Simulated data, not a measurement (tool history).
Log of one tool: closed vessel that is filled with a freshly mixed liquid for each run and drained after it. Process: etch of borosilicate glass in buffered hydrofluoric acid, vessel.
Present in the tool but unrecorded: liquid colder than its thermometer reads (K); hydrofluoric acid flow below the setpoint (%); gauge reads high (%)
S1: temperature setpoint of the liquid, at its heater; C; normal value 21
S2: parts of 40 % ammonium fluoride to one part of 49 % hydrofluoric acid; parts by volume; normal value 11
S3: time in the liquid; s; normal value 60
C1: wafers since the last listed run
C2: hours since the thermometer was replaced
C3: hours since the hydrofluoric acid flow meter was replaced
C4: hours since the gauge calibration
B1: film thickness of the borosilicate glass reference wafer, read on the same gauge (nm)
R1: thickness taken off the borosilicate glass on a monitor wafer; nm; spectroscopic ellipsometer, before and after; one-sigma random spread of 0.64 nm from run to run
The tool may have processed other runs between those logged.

run   hour    S1    S2  S3    C1      C2     C3     C4      B1      R1
  1      0    21    12  60     0   907.1  233.8  475.2  110.03   55.16
  2   19.1    21    12  60  1231   926.2  252.9  494.3  109.99   55.76
  3   46.9    19    11  60  1792     954  280.7  522.1  109.96   53.89
  4   75.5    19    11  60  1843   982.6  309.3  550.7  109.99   54.38
  5   97.6    21    11  60  1424  1004.7  331.4  572.8  110.01   60.15
  6  128.2    21    11  60  1972  1035.3    362  603.4  109.98   59.55
  7  143.6    23    11  60   992  1050.7  377.4  618.8  109.99   66.08
  8  167.3    21    11  60  1528  1074.4  401.1  642.5     110   59.92
  9  197.9    21    11  60  1972    1105  431.7  673.1  109.99   58.56
     214.3  -- gauge calibrated
 10  219.5    21    11  60  1392  1126.6  453.3    5.2  110.02   59.51
 11    232    21    11  60   805  1139.1  465.8   17.7  109.99   59.18
 12  247.5    21    11  60   999  1154.6  481.3   33.2     110   59.01
 13  275.1  24.5    11  90  1779  1182.2  508.9   60.8     110   107.8
 14  306.2    21    11  60  2005  1213.3    540   91.9     110   57.66
     314.7  -- thermometer replaced
 15    333    21     8  60  1663    18.3  566.8  118.7  110.01    78.6
 16  366.5    21   9.5  45  2159    51.8  600.3  152.2  110.03   49.83
 17  379.7    18  14.5  80   851      65  613.5  165.4  109.98   49.56
     387.1  -- hydrofluoric acid flow meter replaced
 18  407.1    21    11  60  1702    92.4     20  192.8  110.02   64.44
 19  442.4  25.5    13  90  2275   127.7   55.3  228.1  109.96  103.97
 20  469.2    18    11  60  1727   154.5   82.1  254.9  109.96   53.16
 21  539.8  23.5  12.5  70  4551   225.1  152.7  325.5  109.97   73.46
 22  574.2  23.5    11  60  2217   259.5  187.1  359.9  110.02   71.35
 23  592.9    21    11  60  1205   278.2  205.8  378.6  110.01   62.09
 24  617.3    21    12  40  1573   302.6  230.2    403  109.99   37.67
 25  642.6  25.5   9.5  60  1631   327.9  255.5  428.3  110.03   89.48
 26    740    21    15  30  6279   425.3  352.9  525.7  109.98   22.01
 27  766.8    21    11  60  1727   452.1  379.7  552.5  110.01   61.07
 28  798.6    21    11  30  2050   483.9  411.5  584.3  110.03   30.02
 29  826.8    21  13.5  60  1818   512.1  439.7  612.5  110.02   48.53
 30  852.8    21    11  60  1676   538.1  465.7  638.5  109.96   58.56
       862  -- gauge calibrated
 31  865.2    21    11  60   799   550.5  478.1    3.2     110   58.28
 32    899    21     7  60  2179   584.3  511.9     37  109.96   90.76
 33  915.4    21    11  60  1057   600.7  528.3   53.4     110   58.73
 34  934.2    23   8.5  35  1212   619.5  547.1   72.2  110.01   48.78

Predict each of these 3 candidate next runs independently; none follows another, all start after run 34:
  A  934.9    21    11  60  45  620.2  547.8  72.9   ?   ?
  B  934.9  18.5  13.5  30  45  620.2  547.8  72.9   ?   ?
  C  934.9    19  13.5  95  45  620.2  547.8  72.9   ?   ?

run      B1     R1
  A  109.99  58.36
  B  109.99  20.76
  C  109.99  67.59
Stripped of hidden state, with their random variation kept, the same runs would have yielded:
run     R1
  A  64.22
  B  22.85
  C  74.39
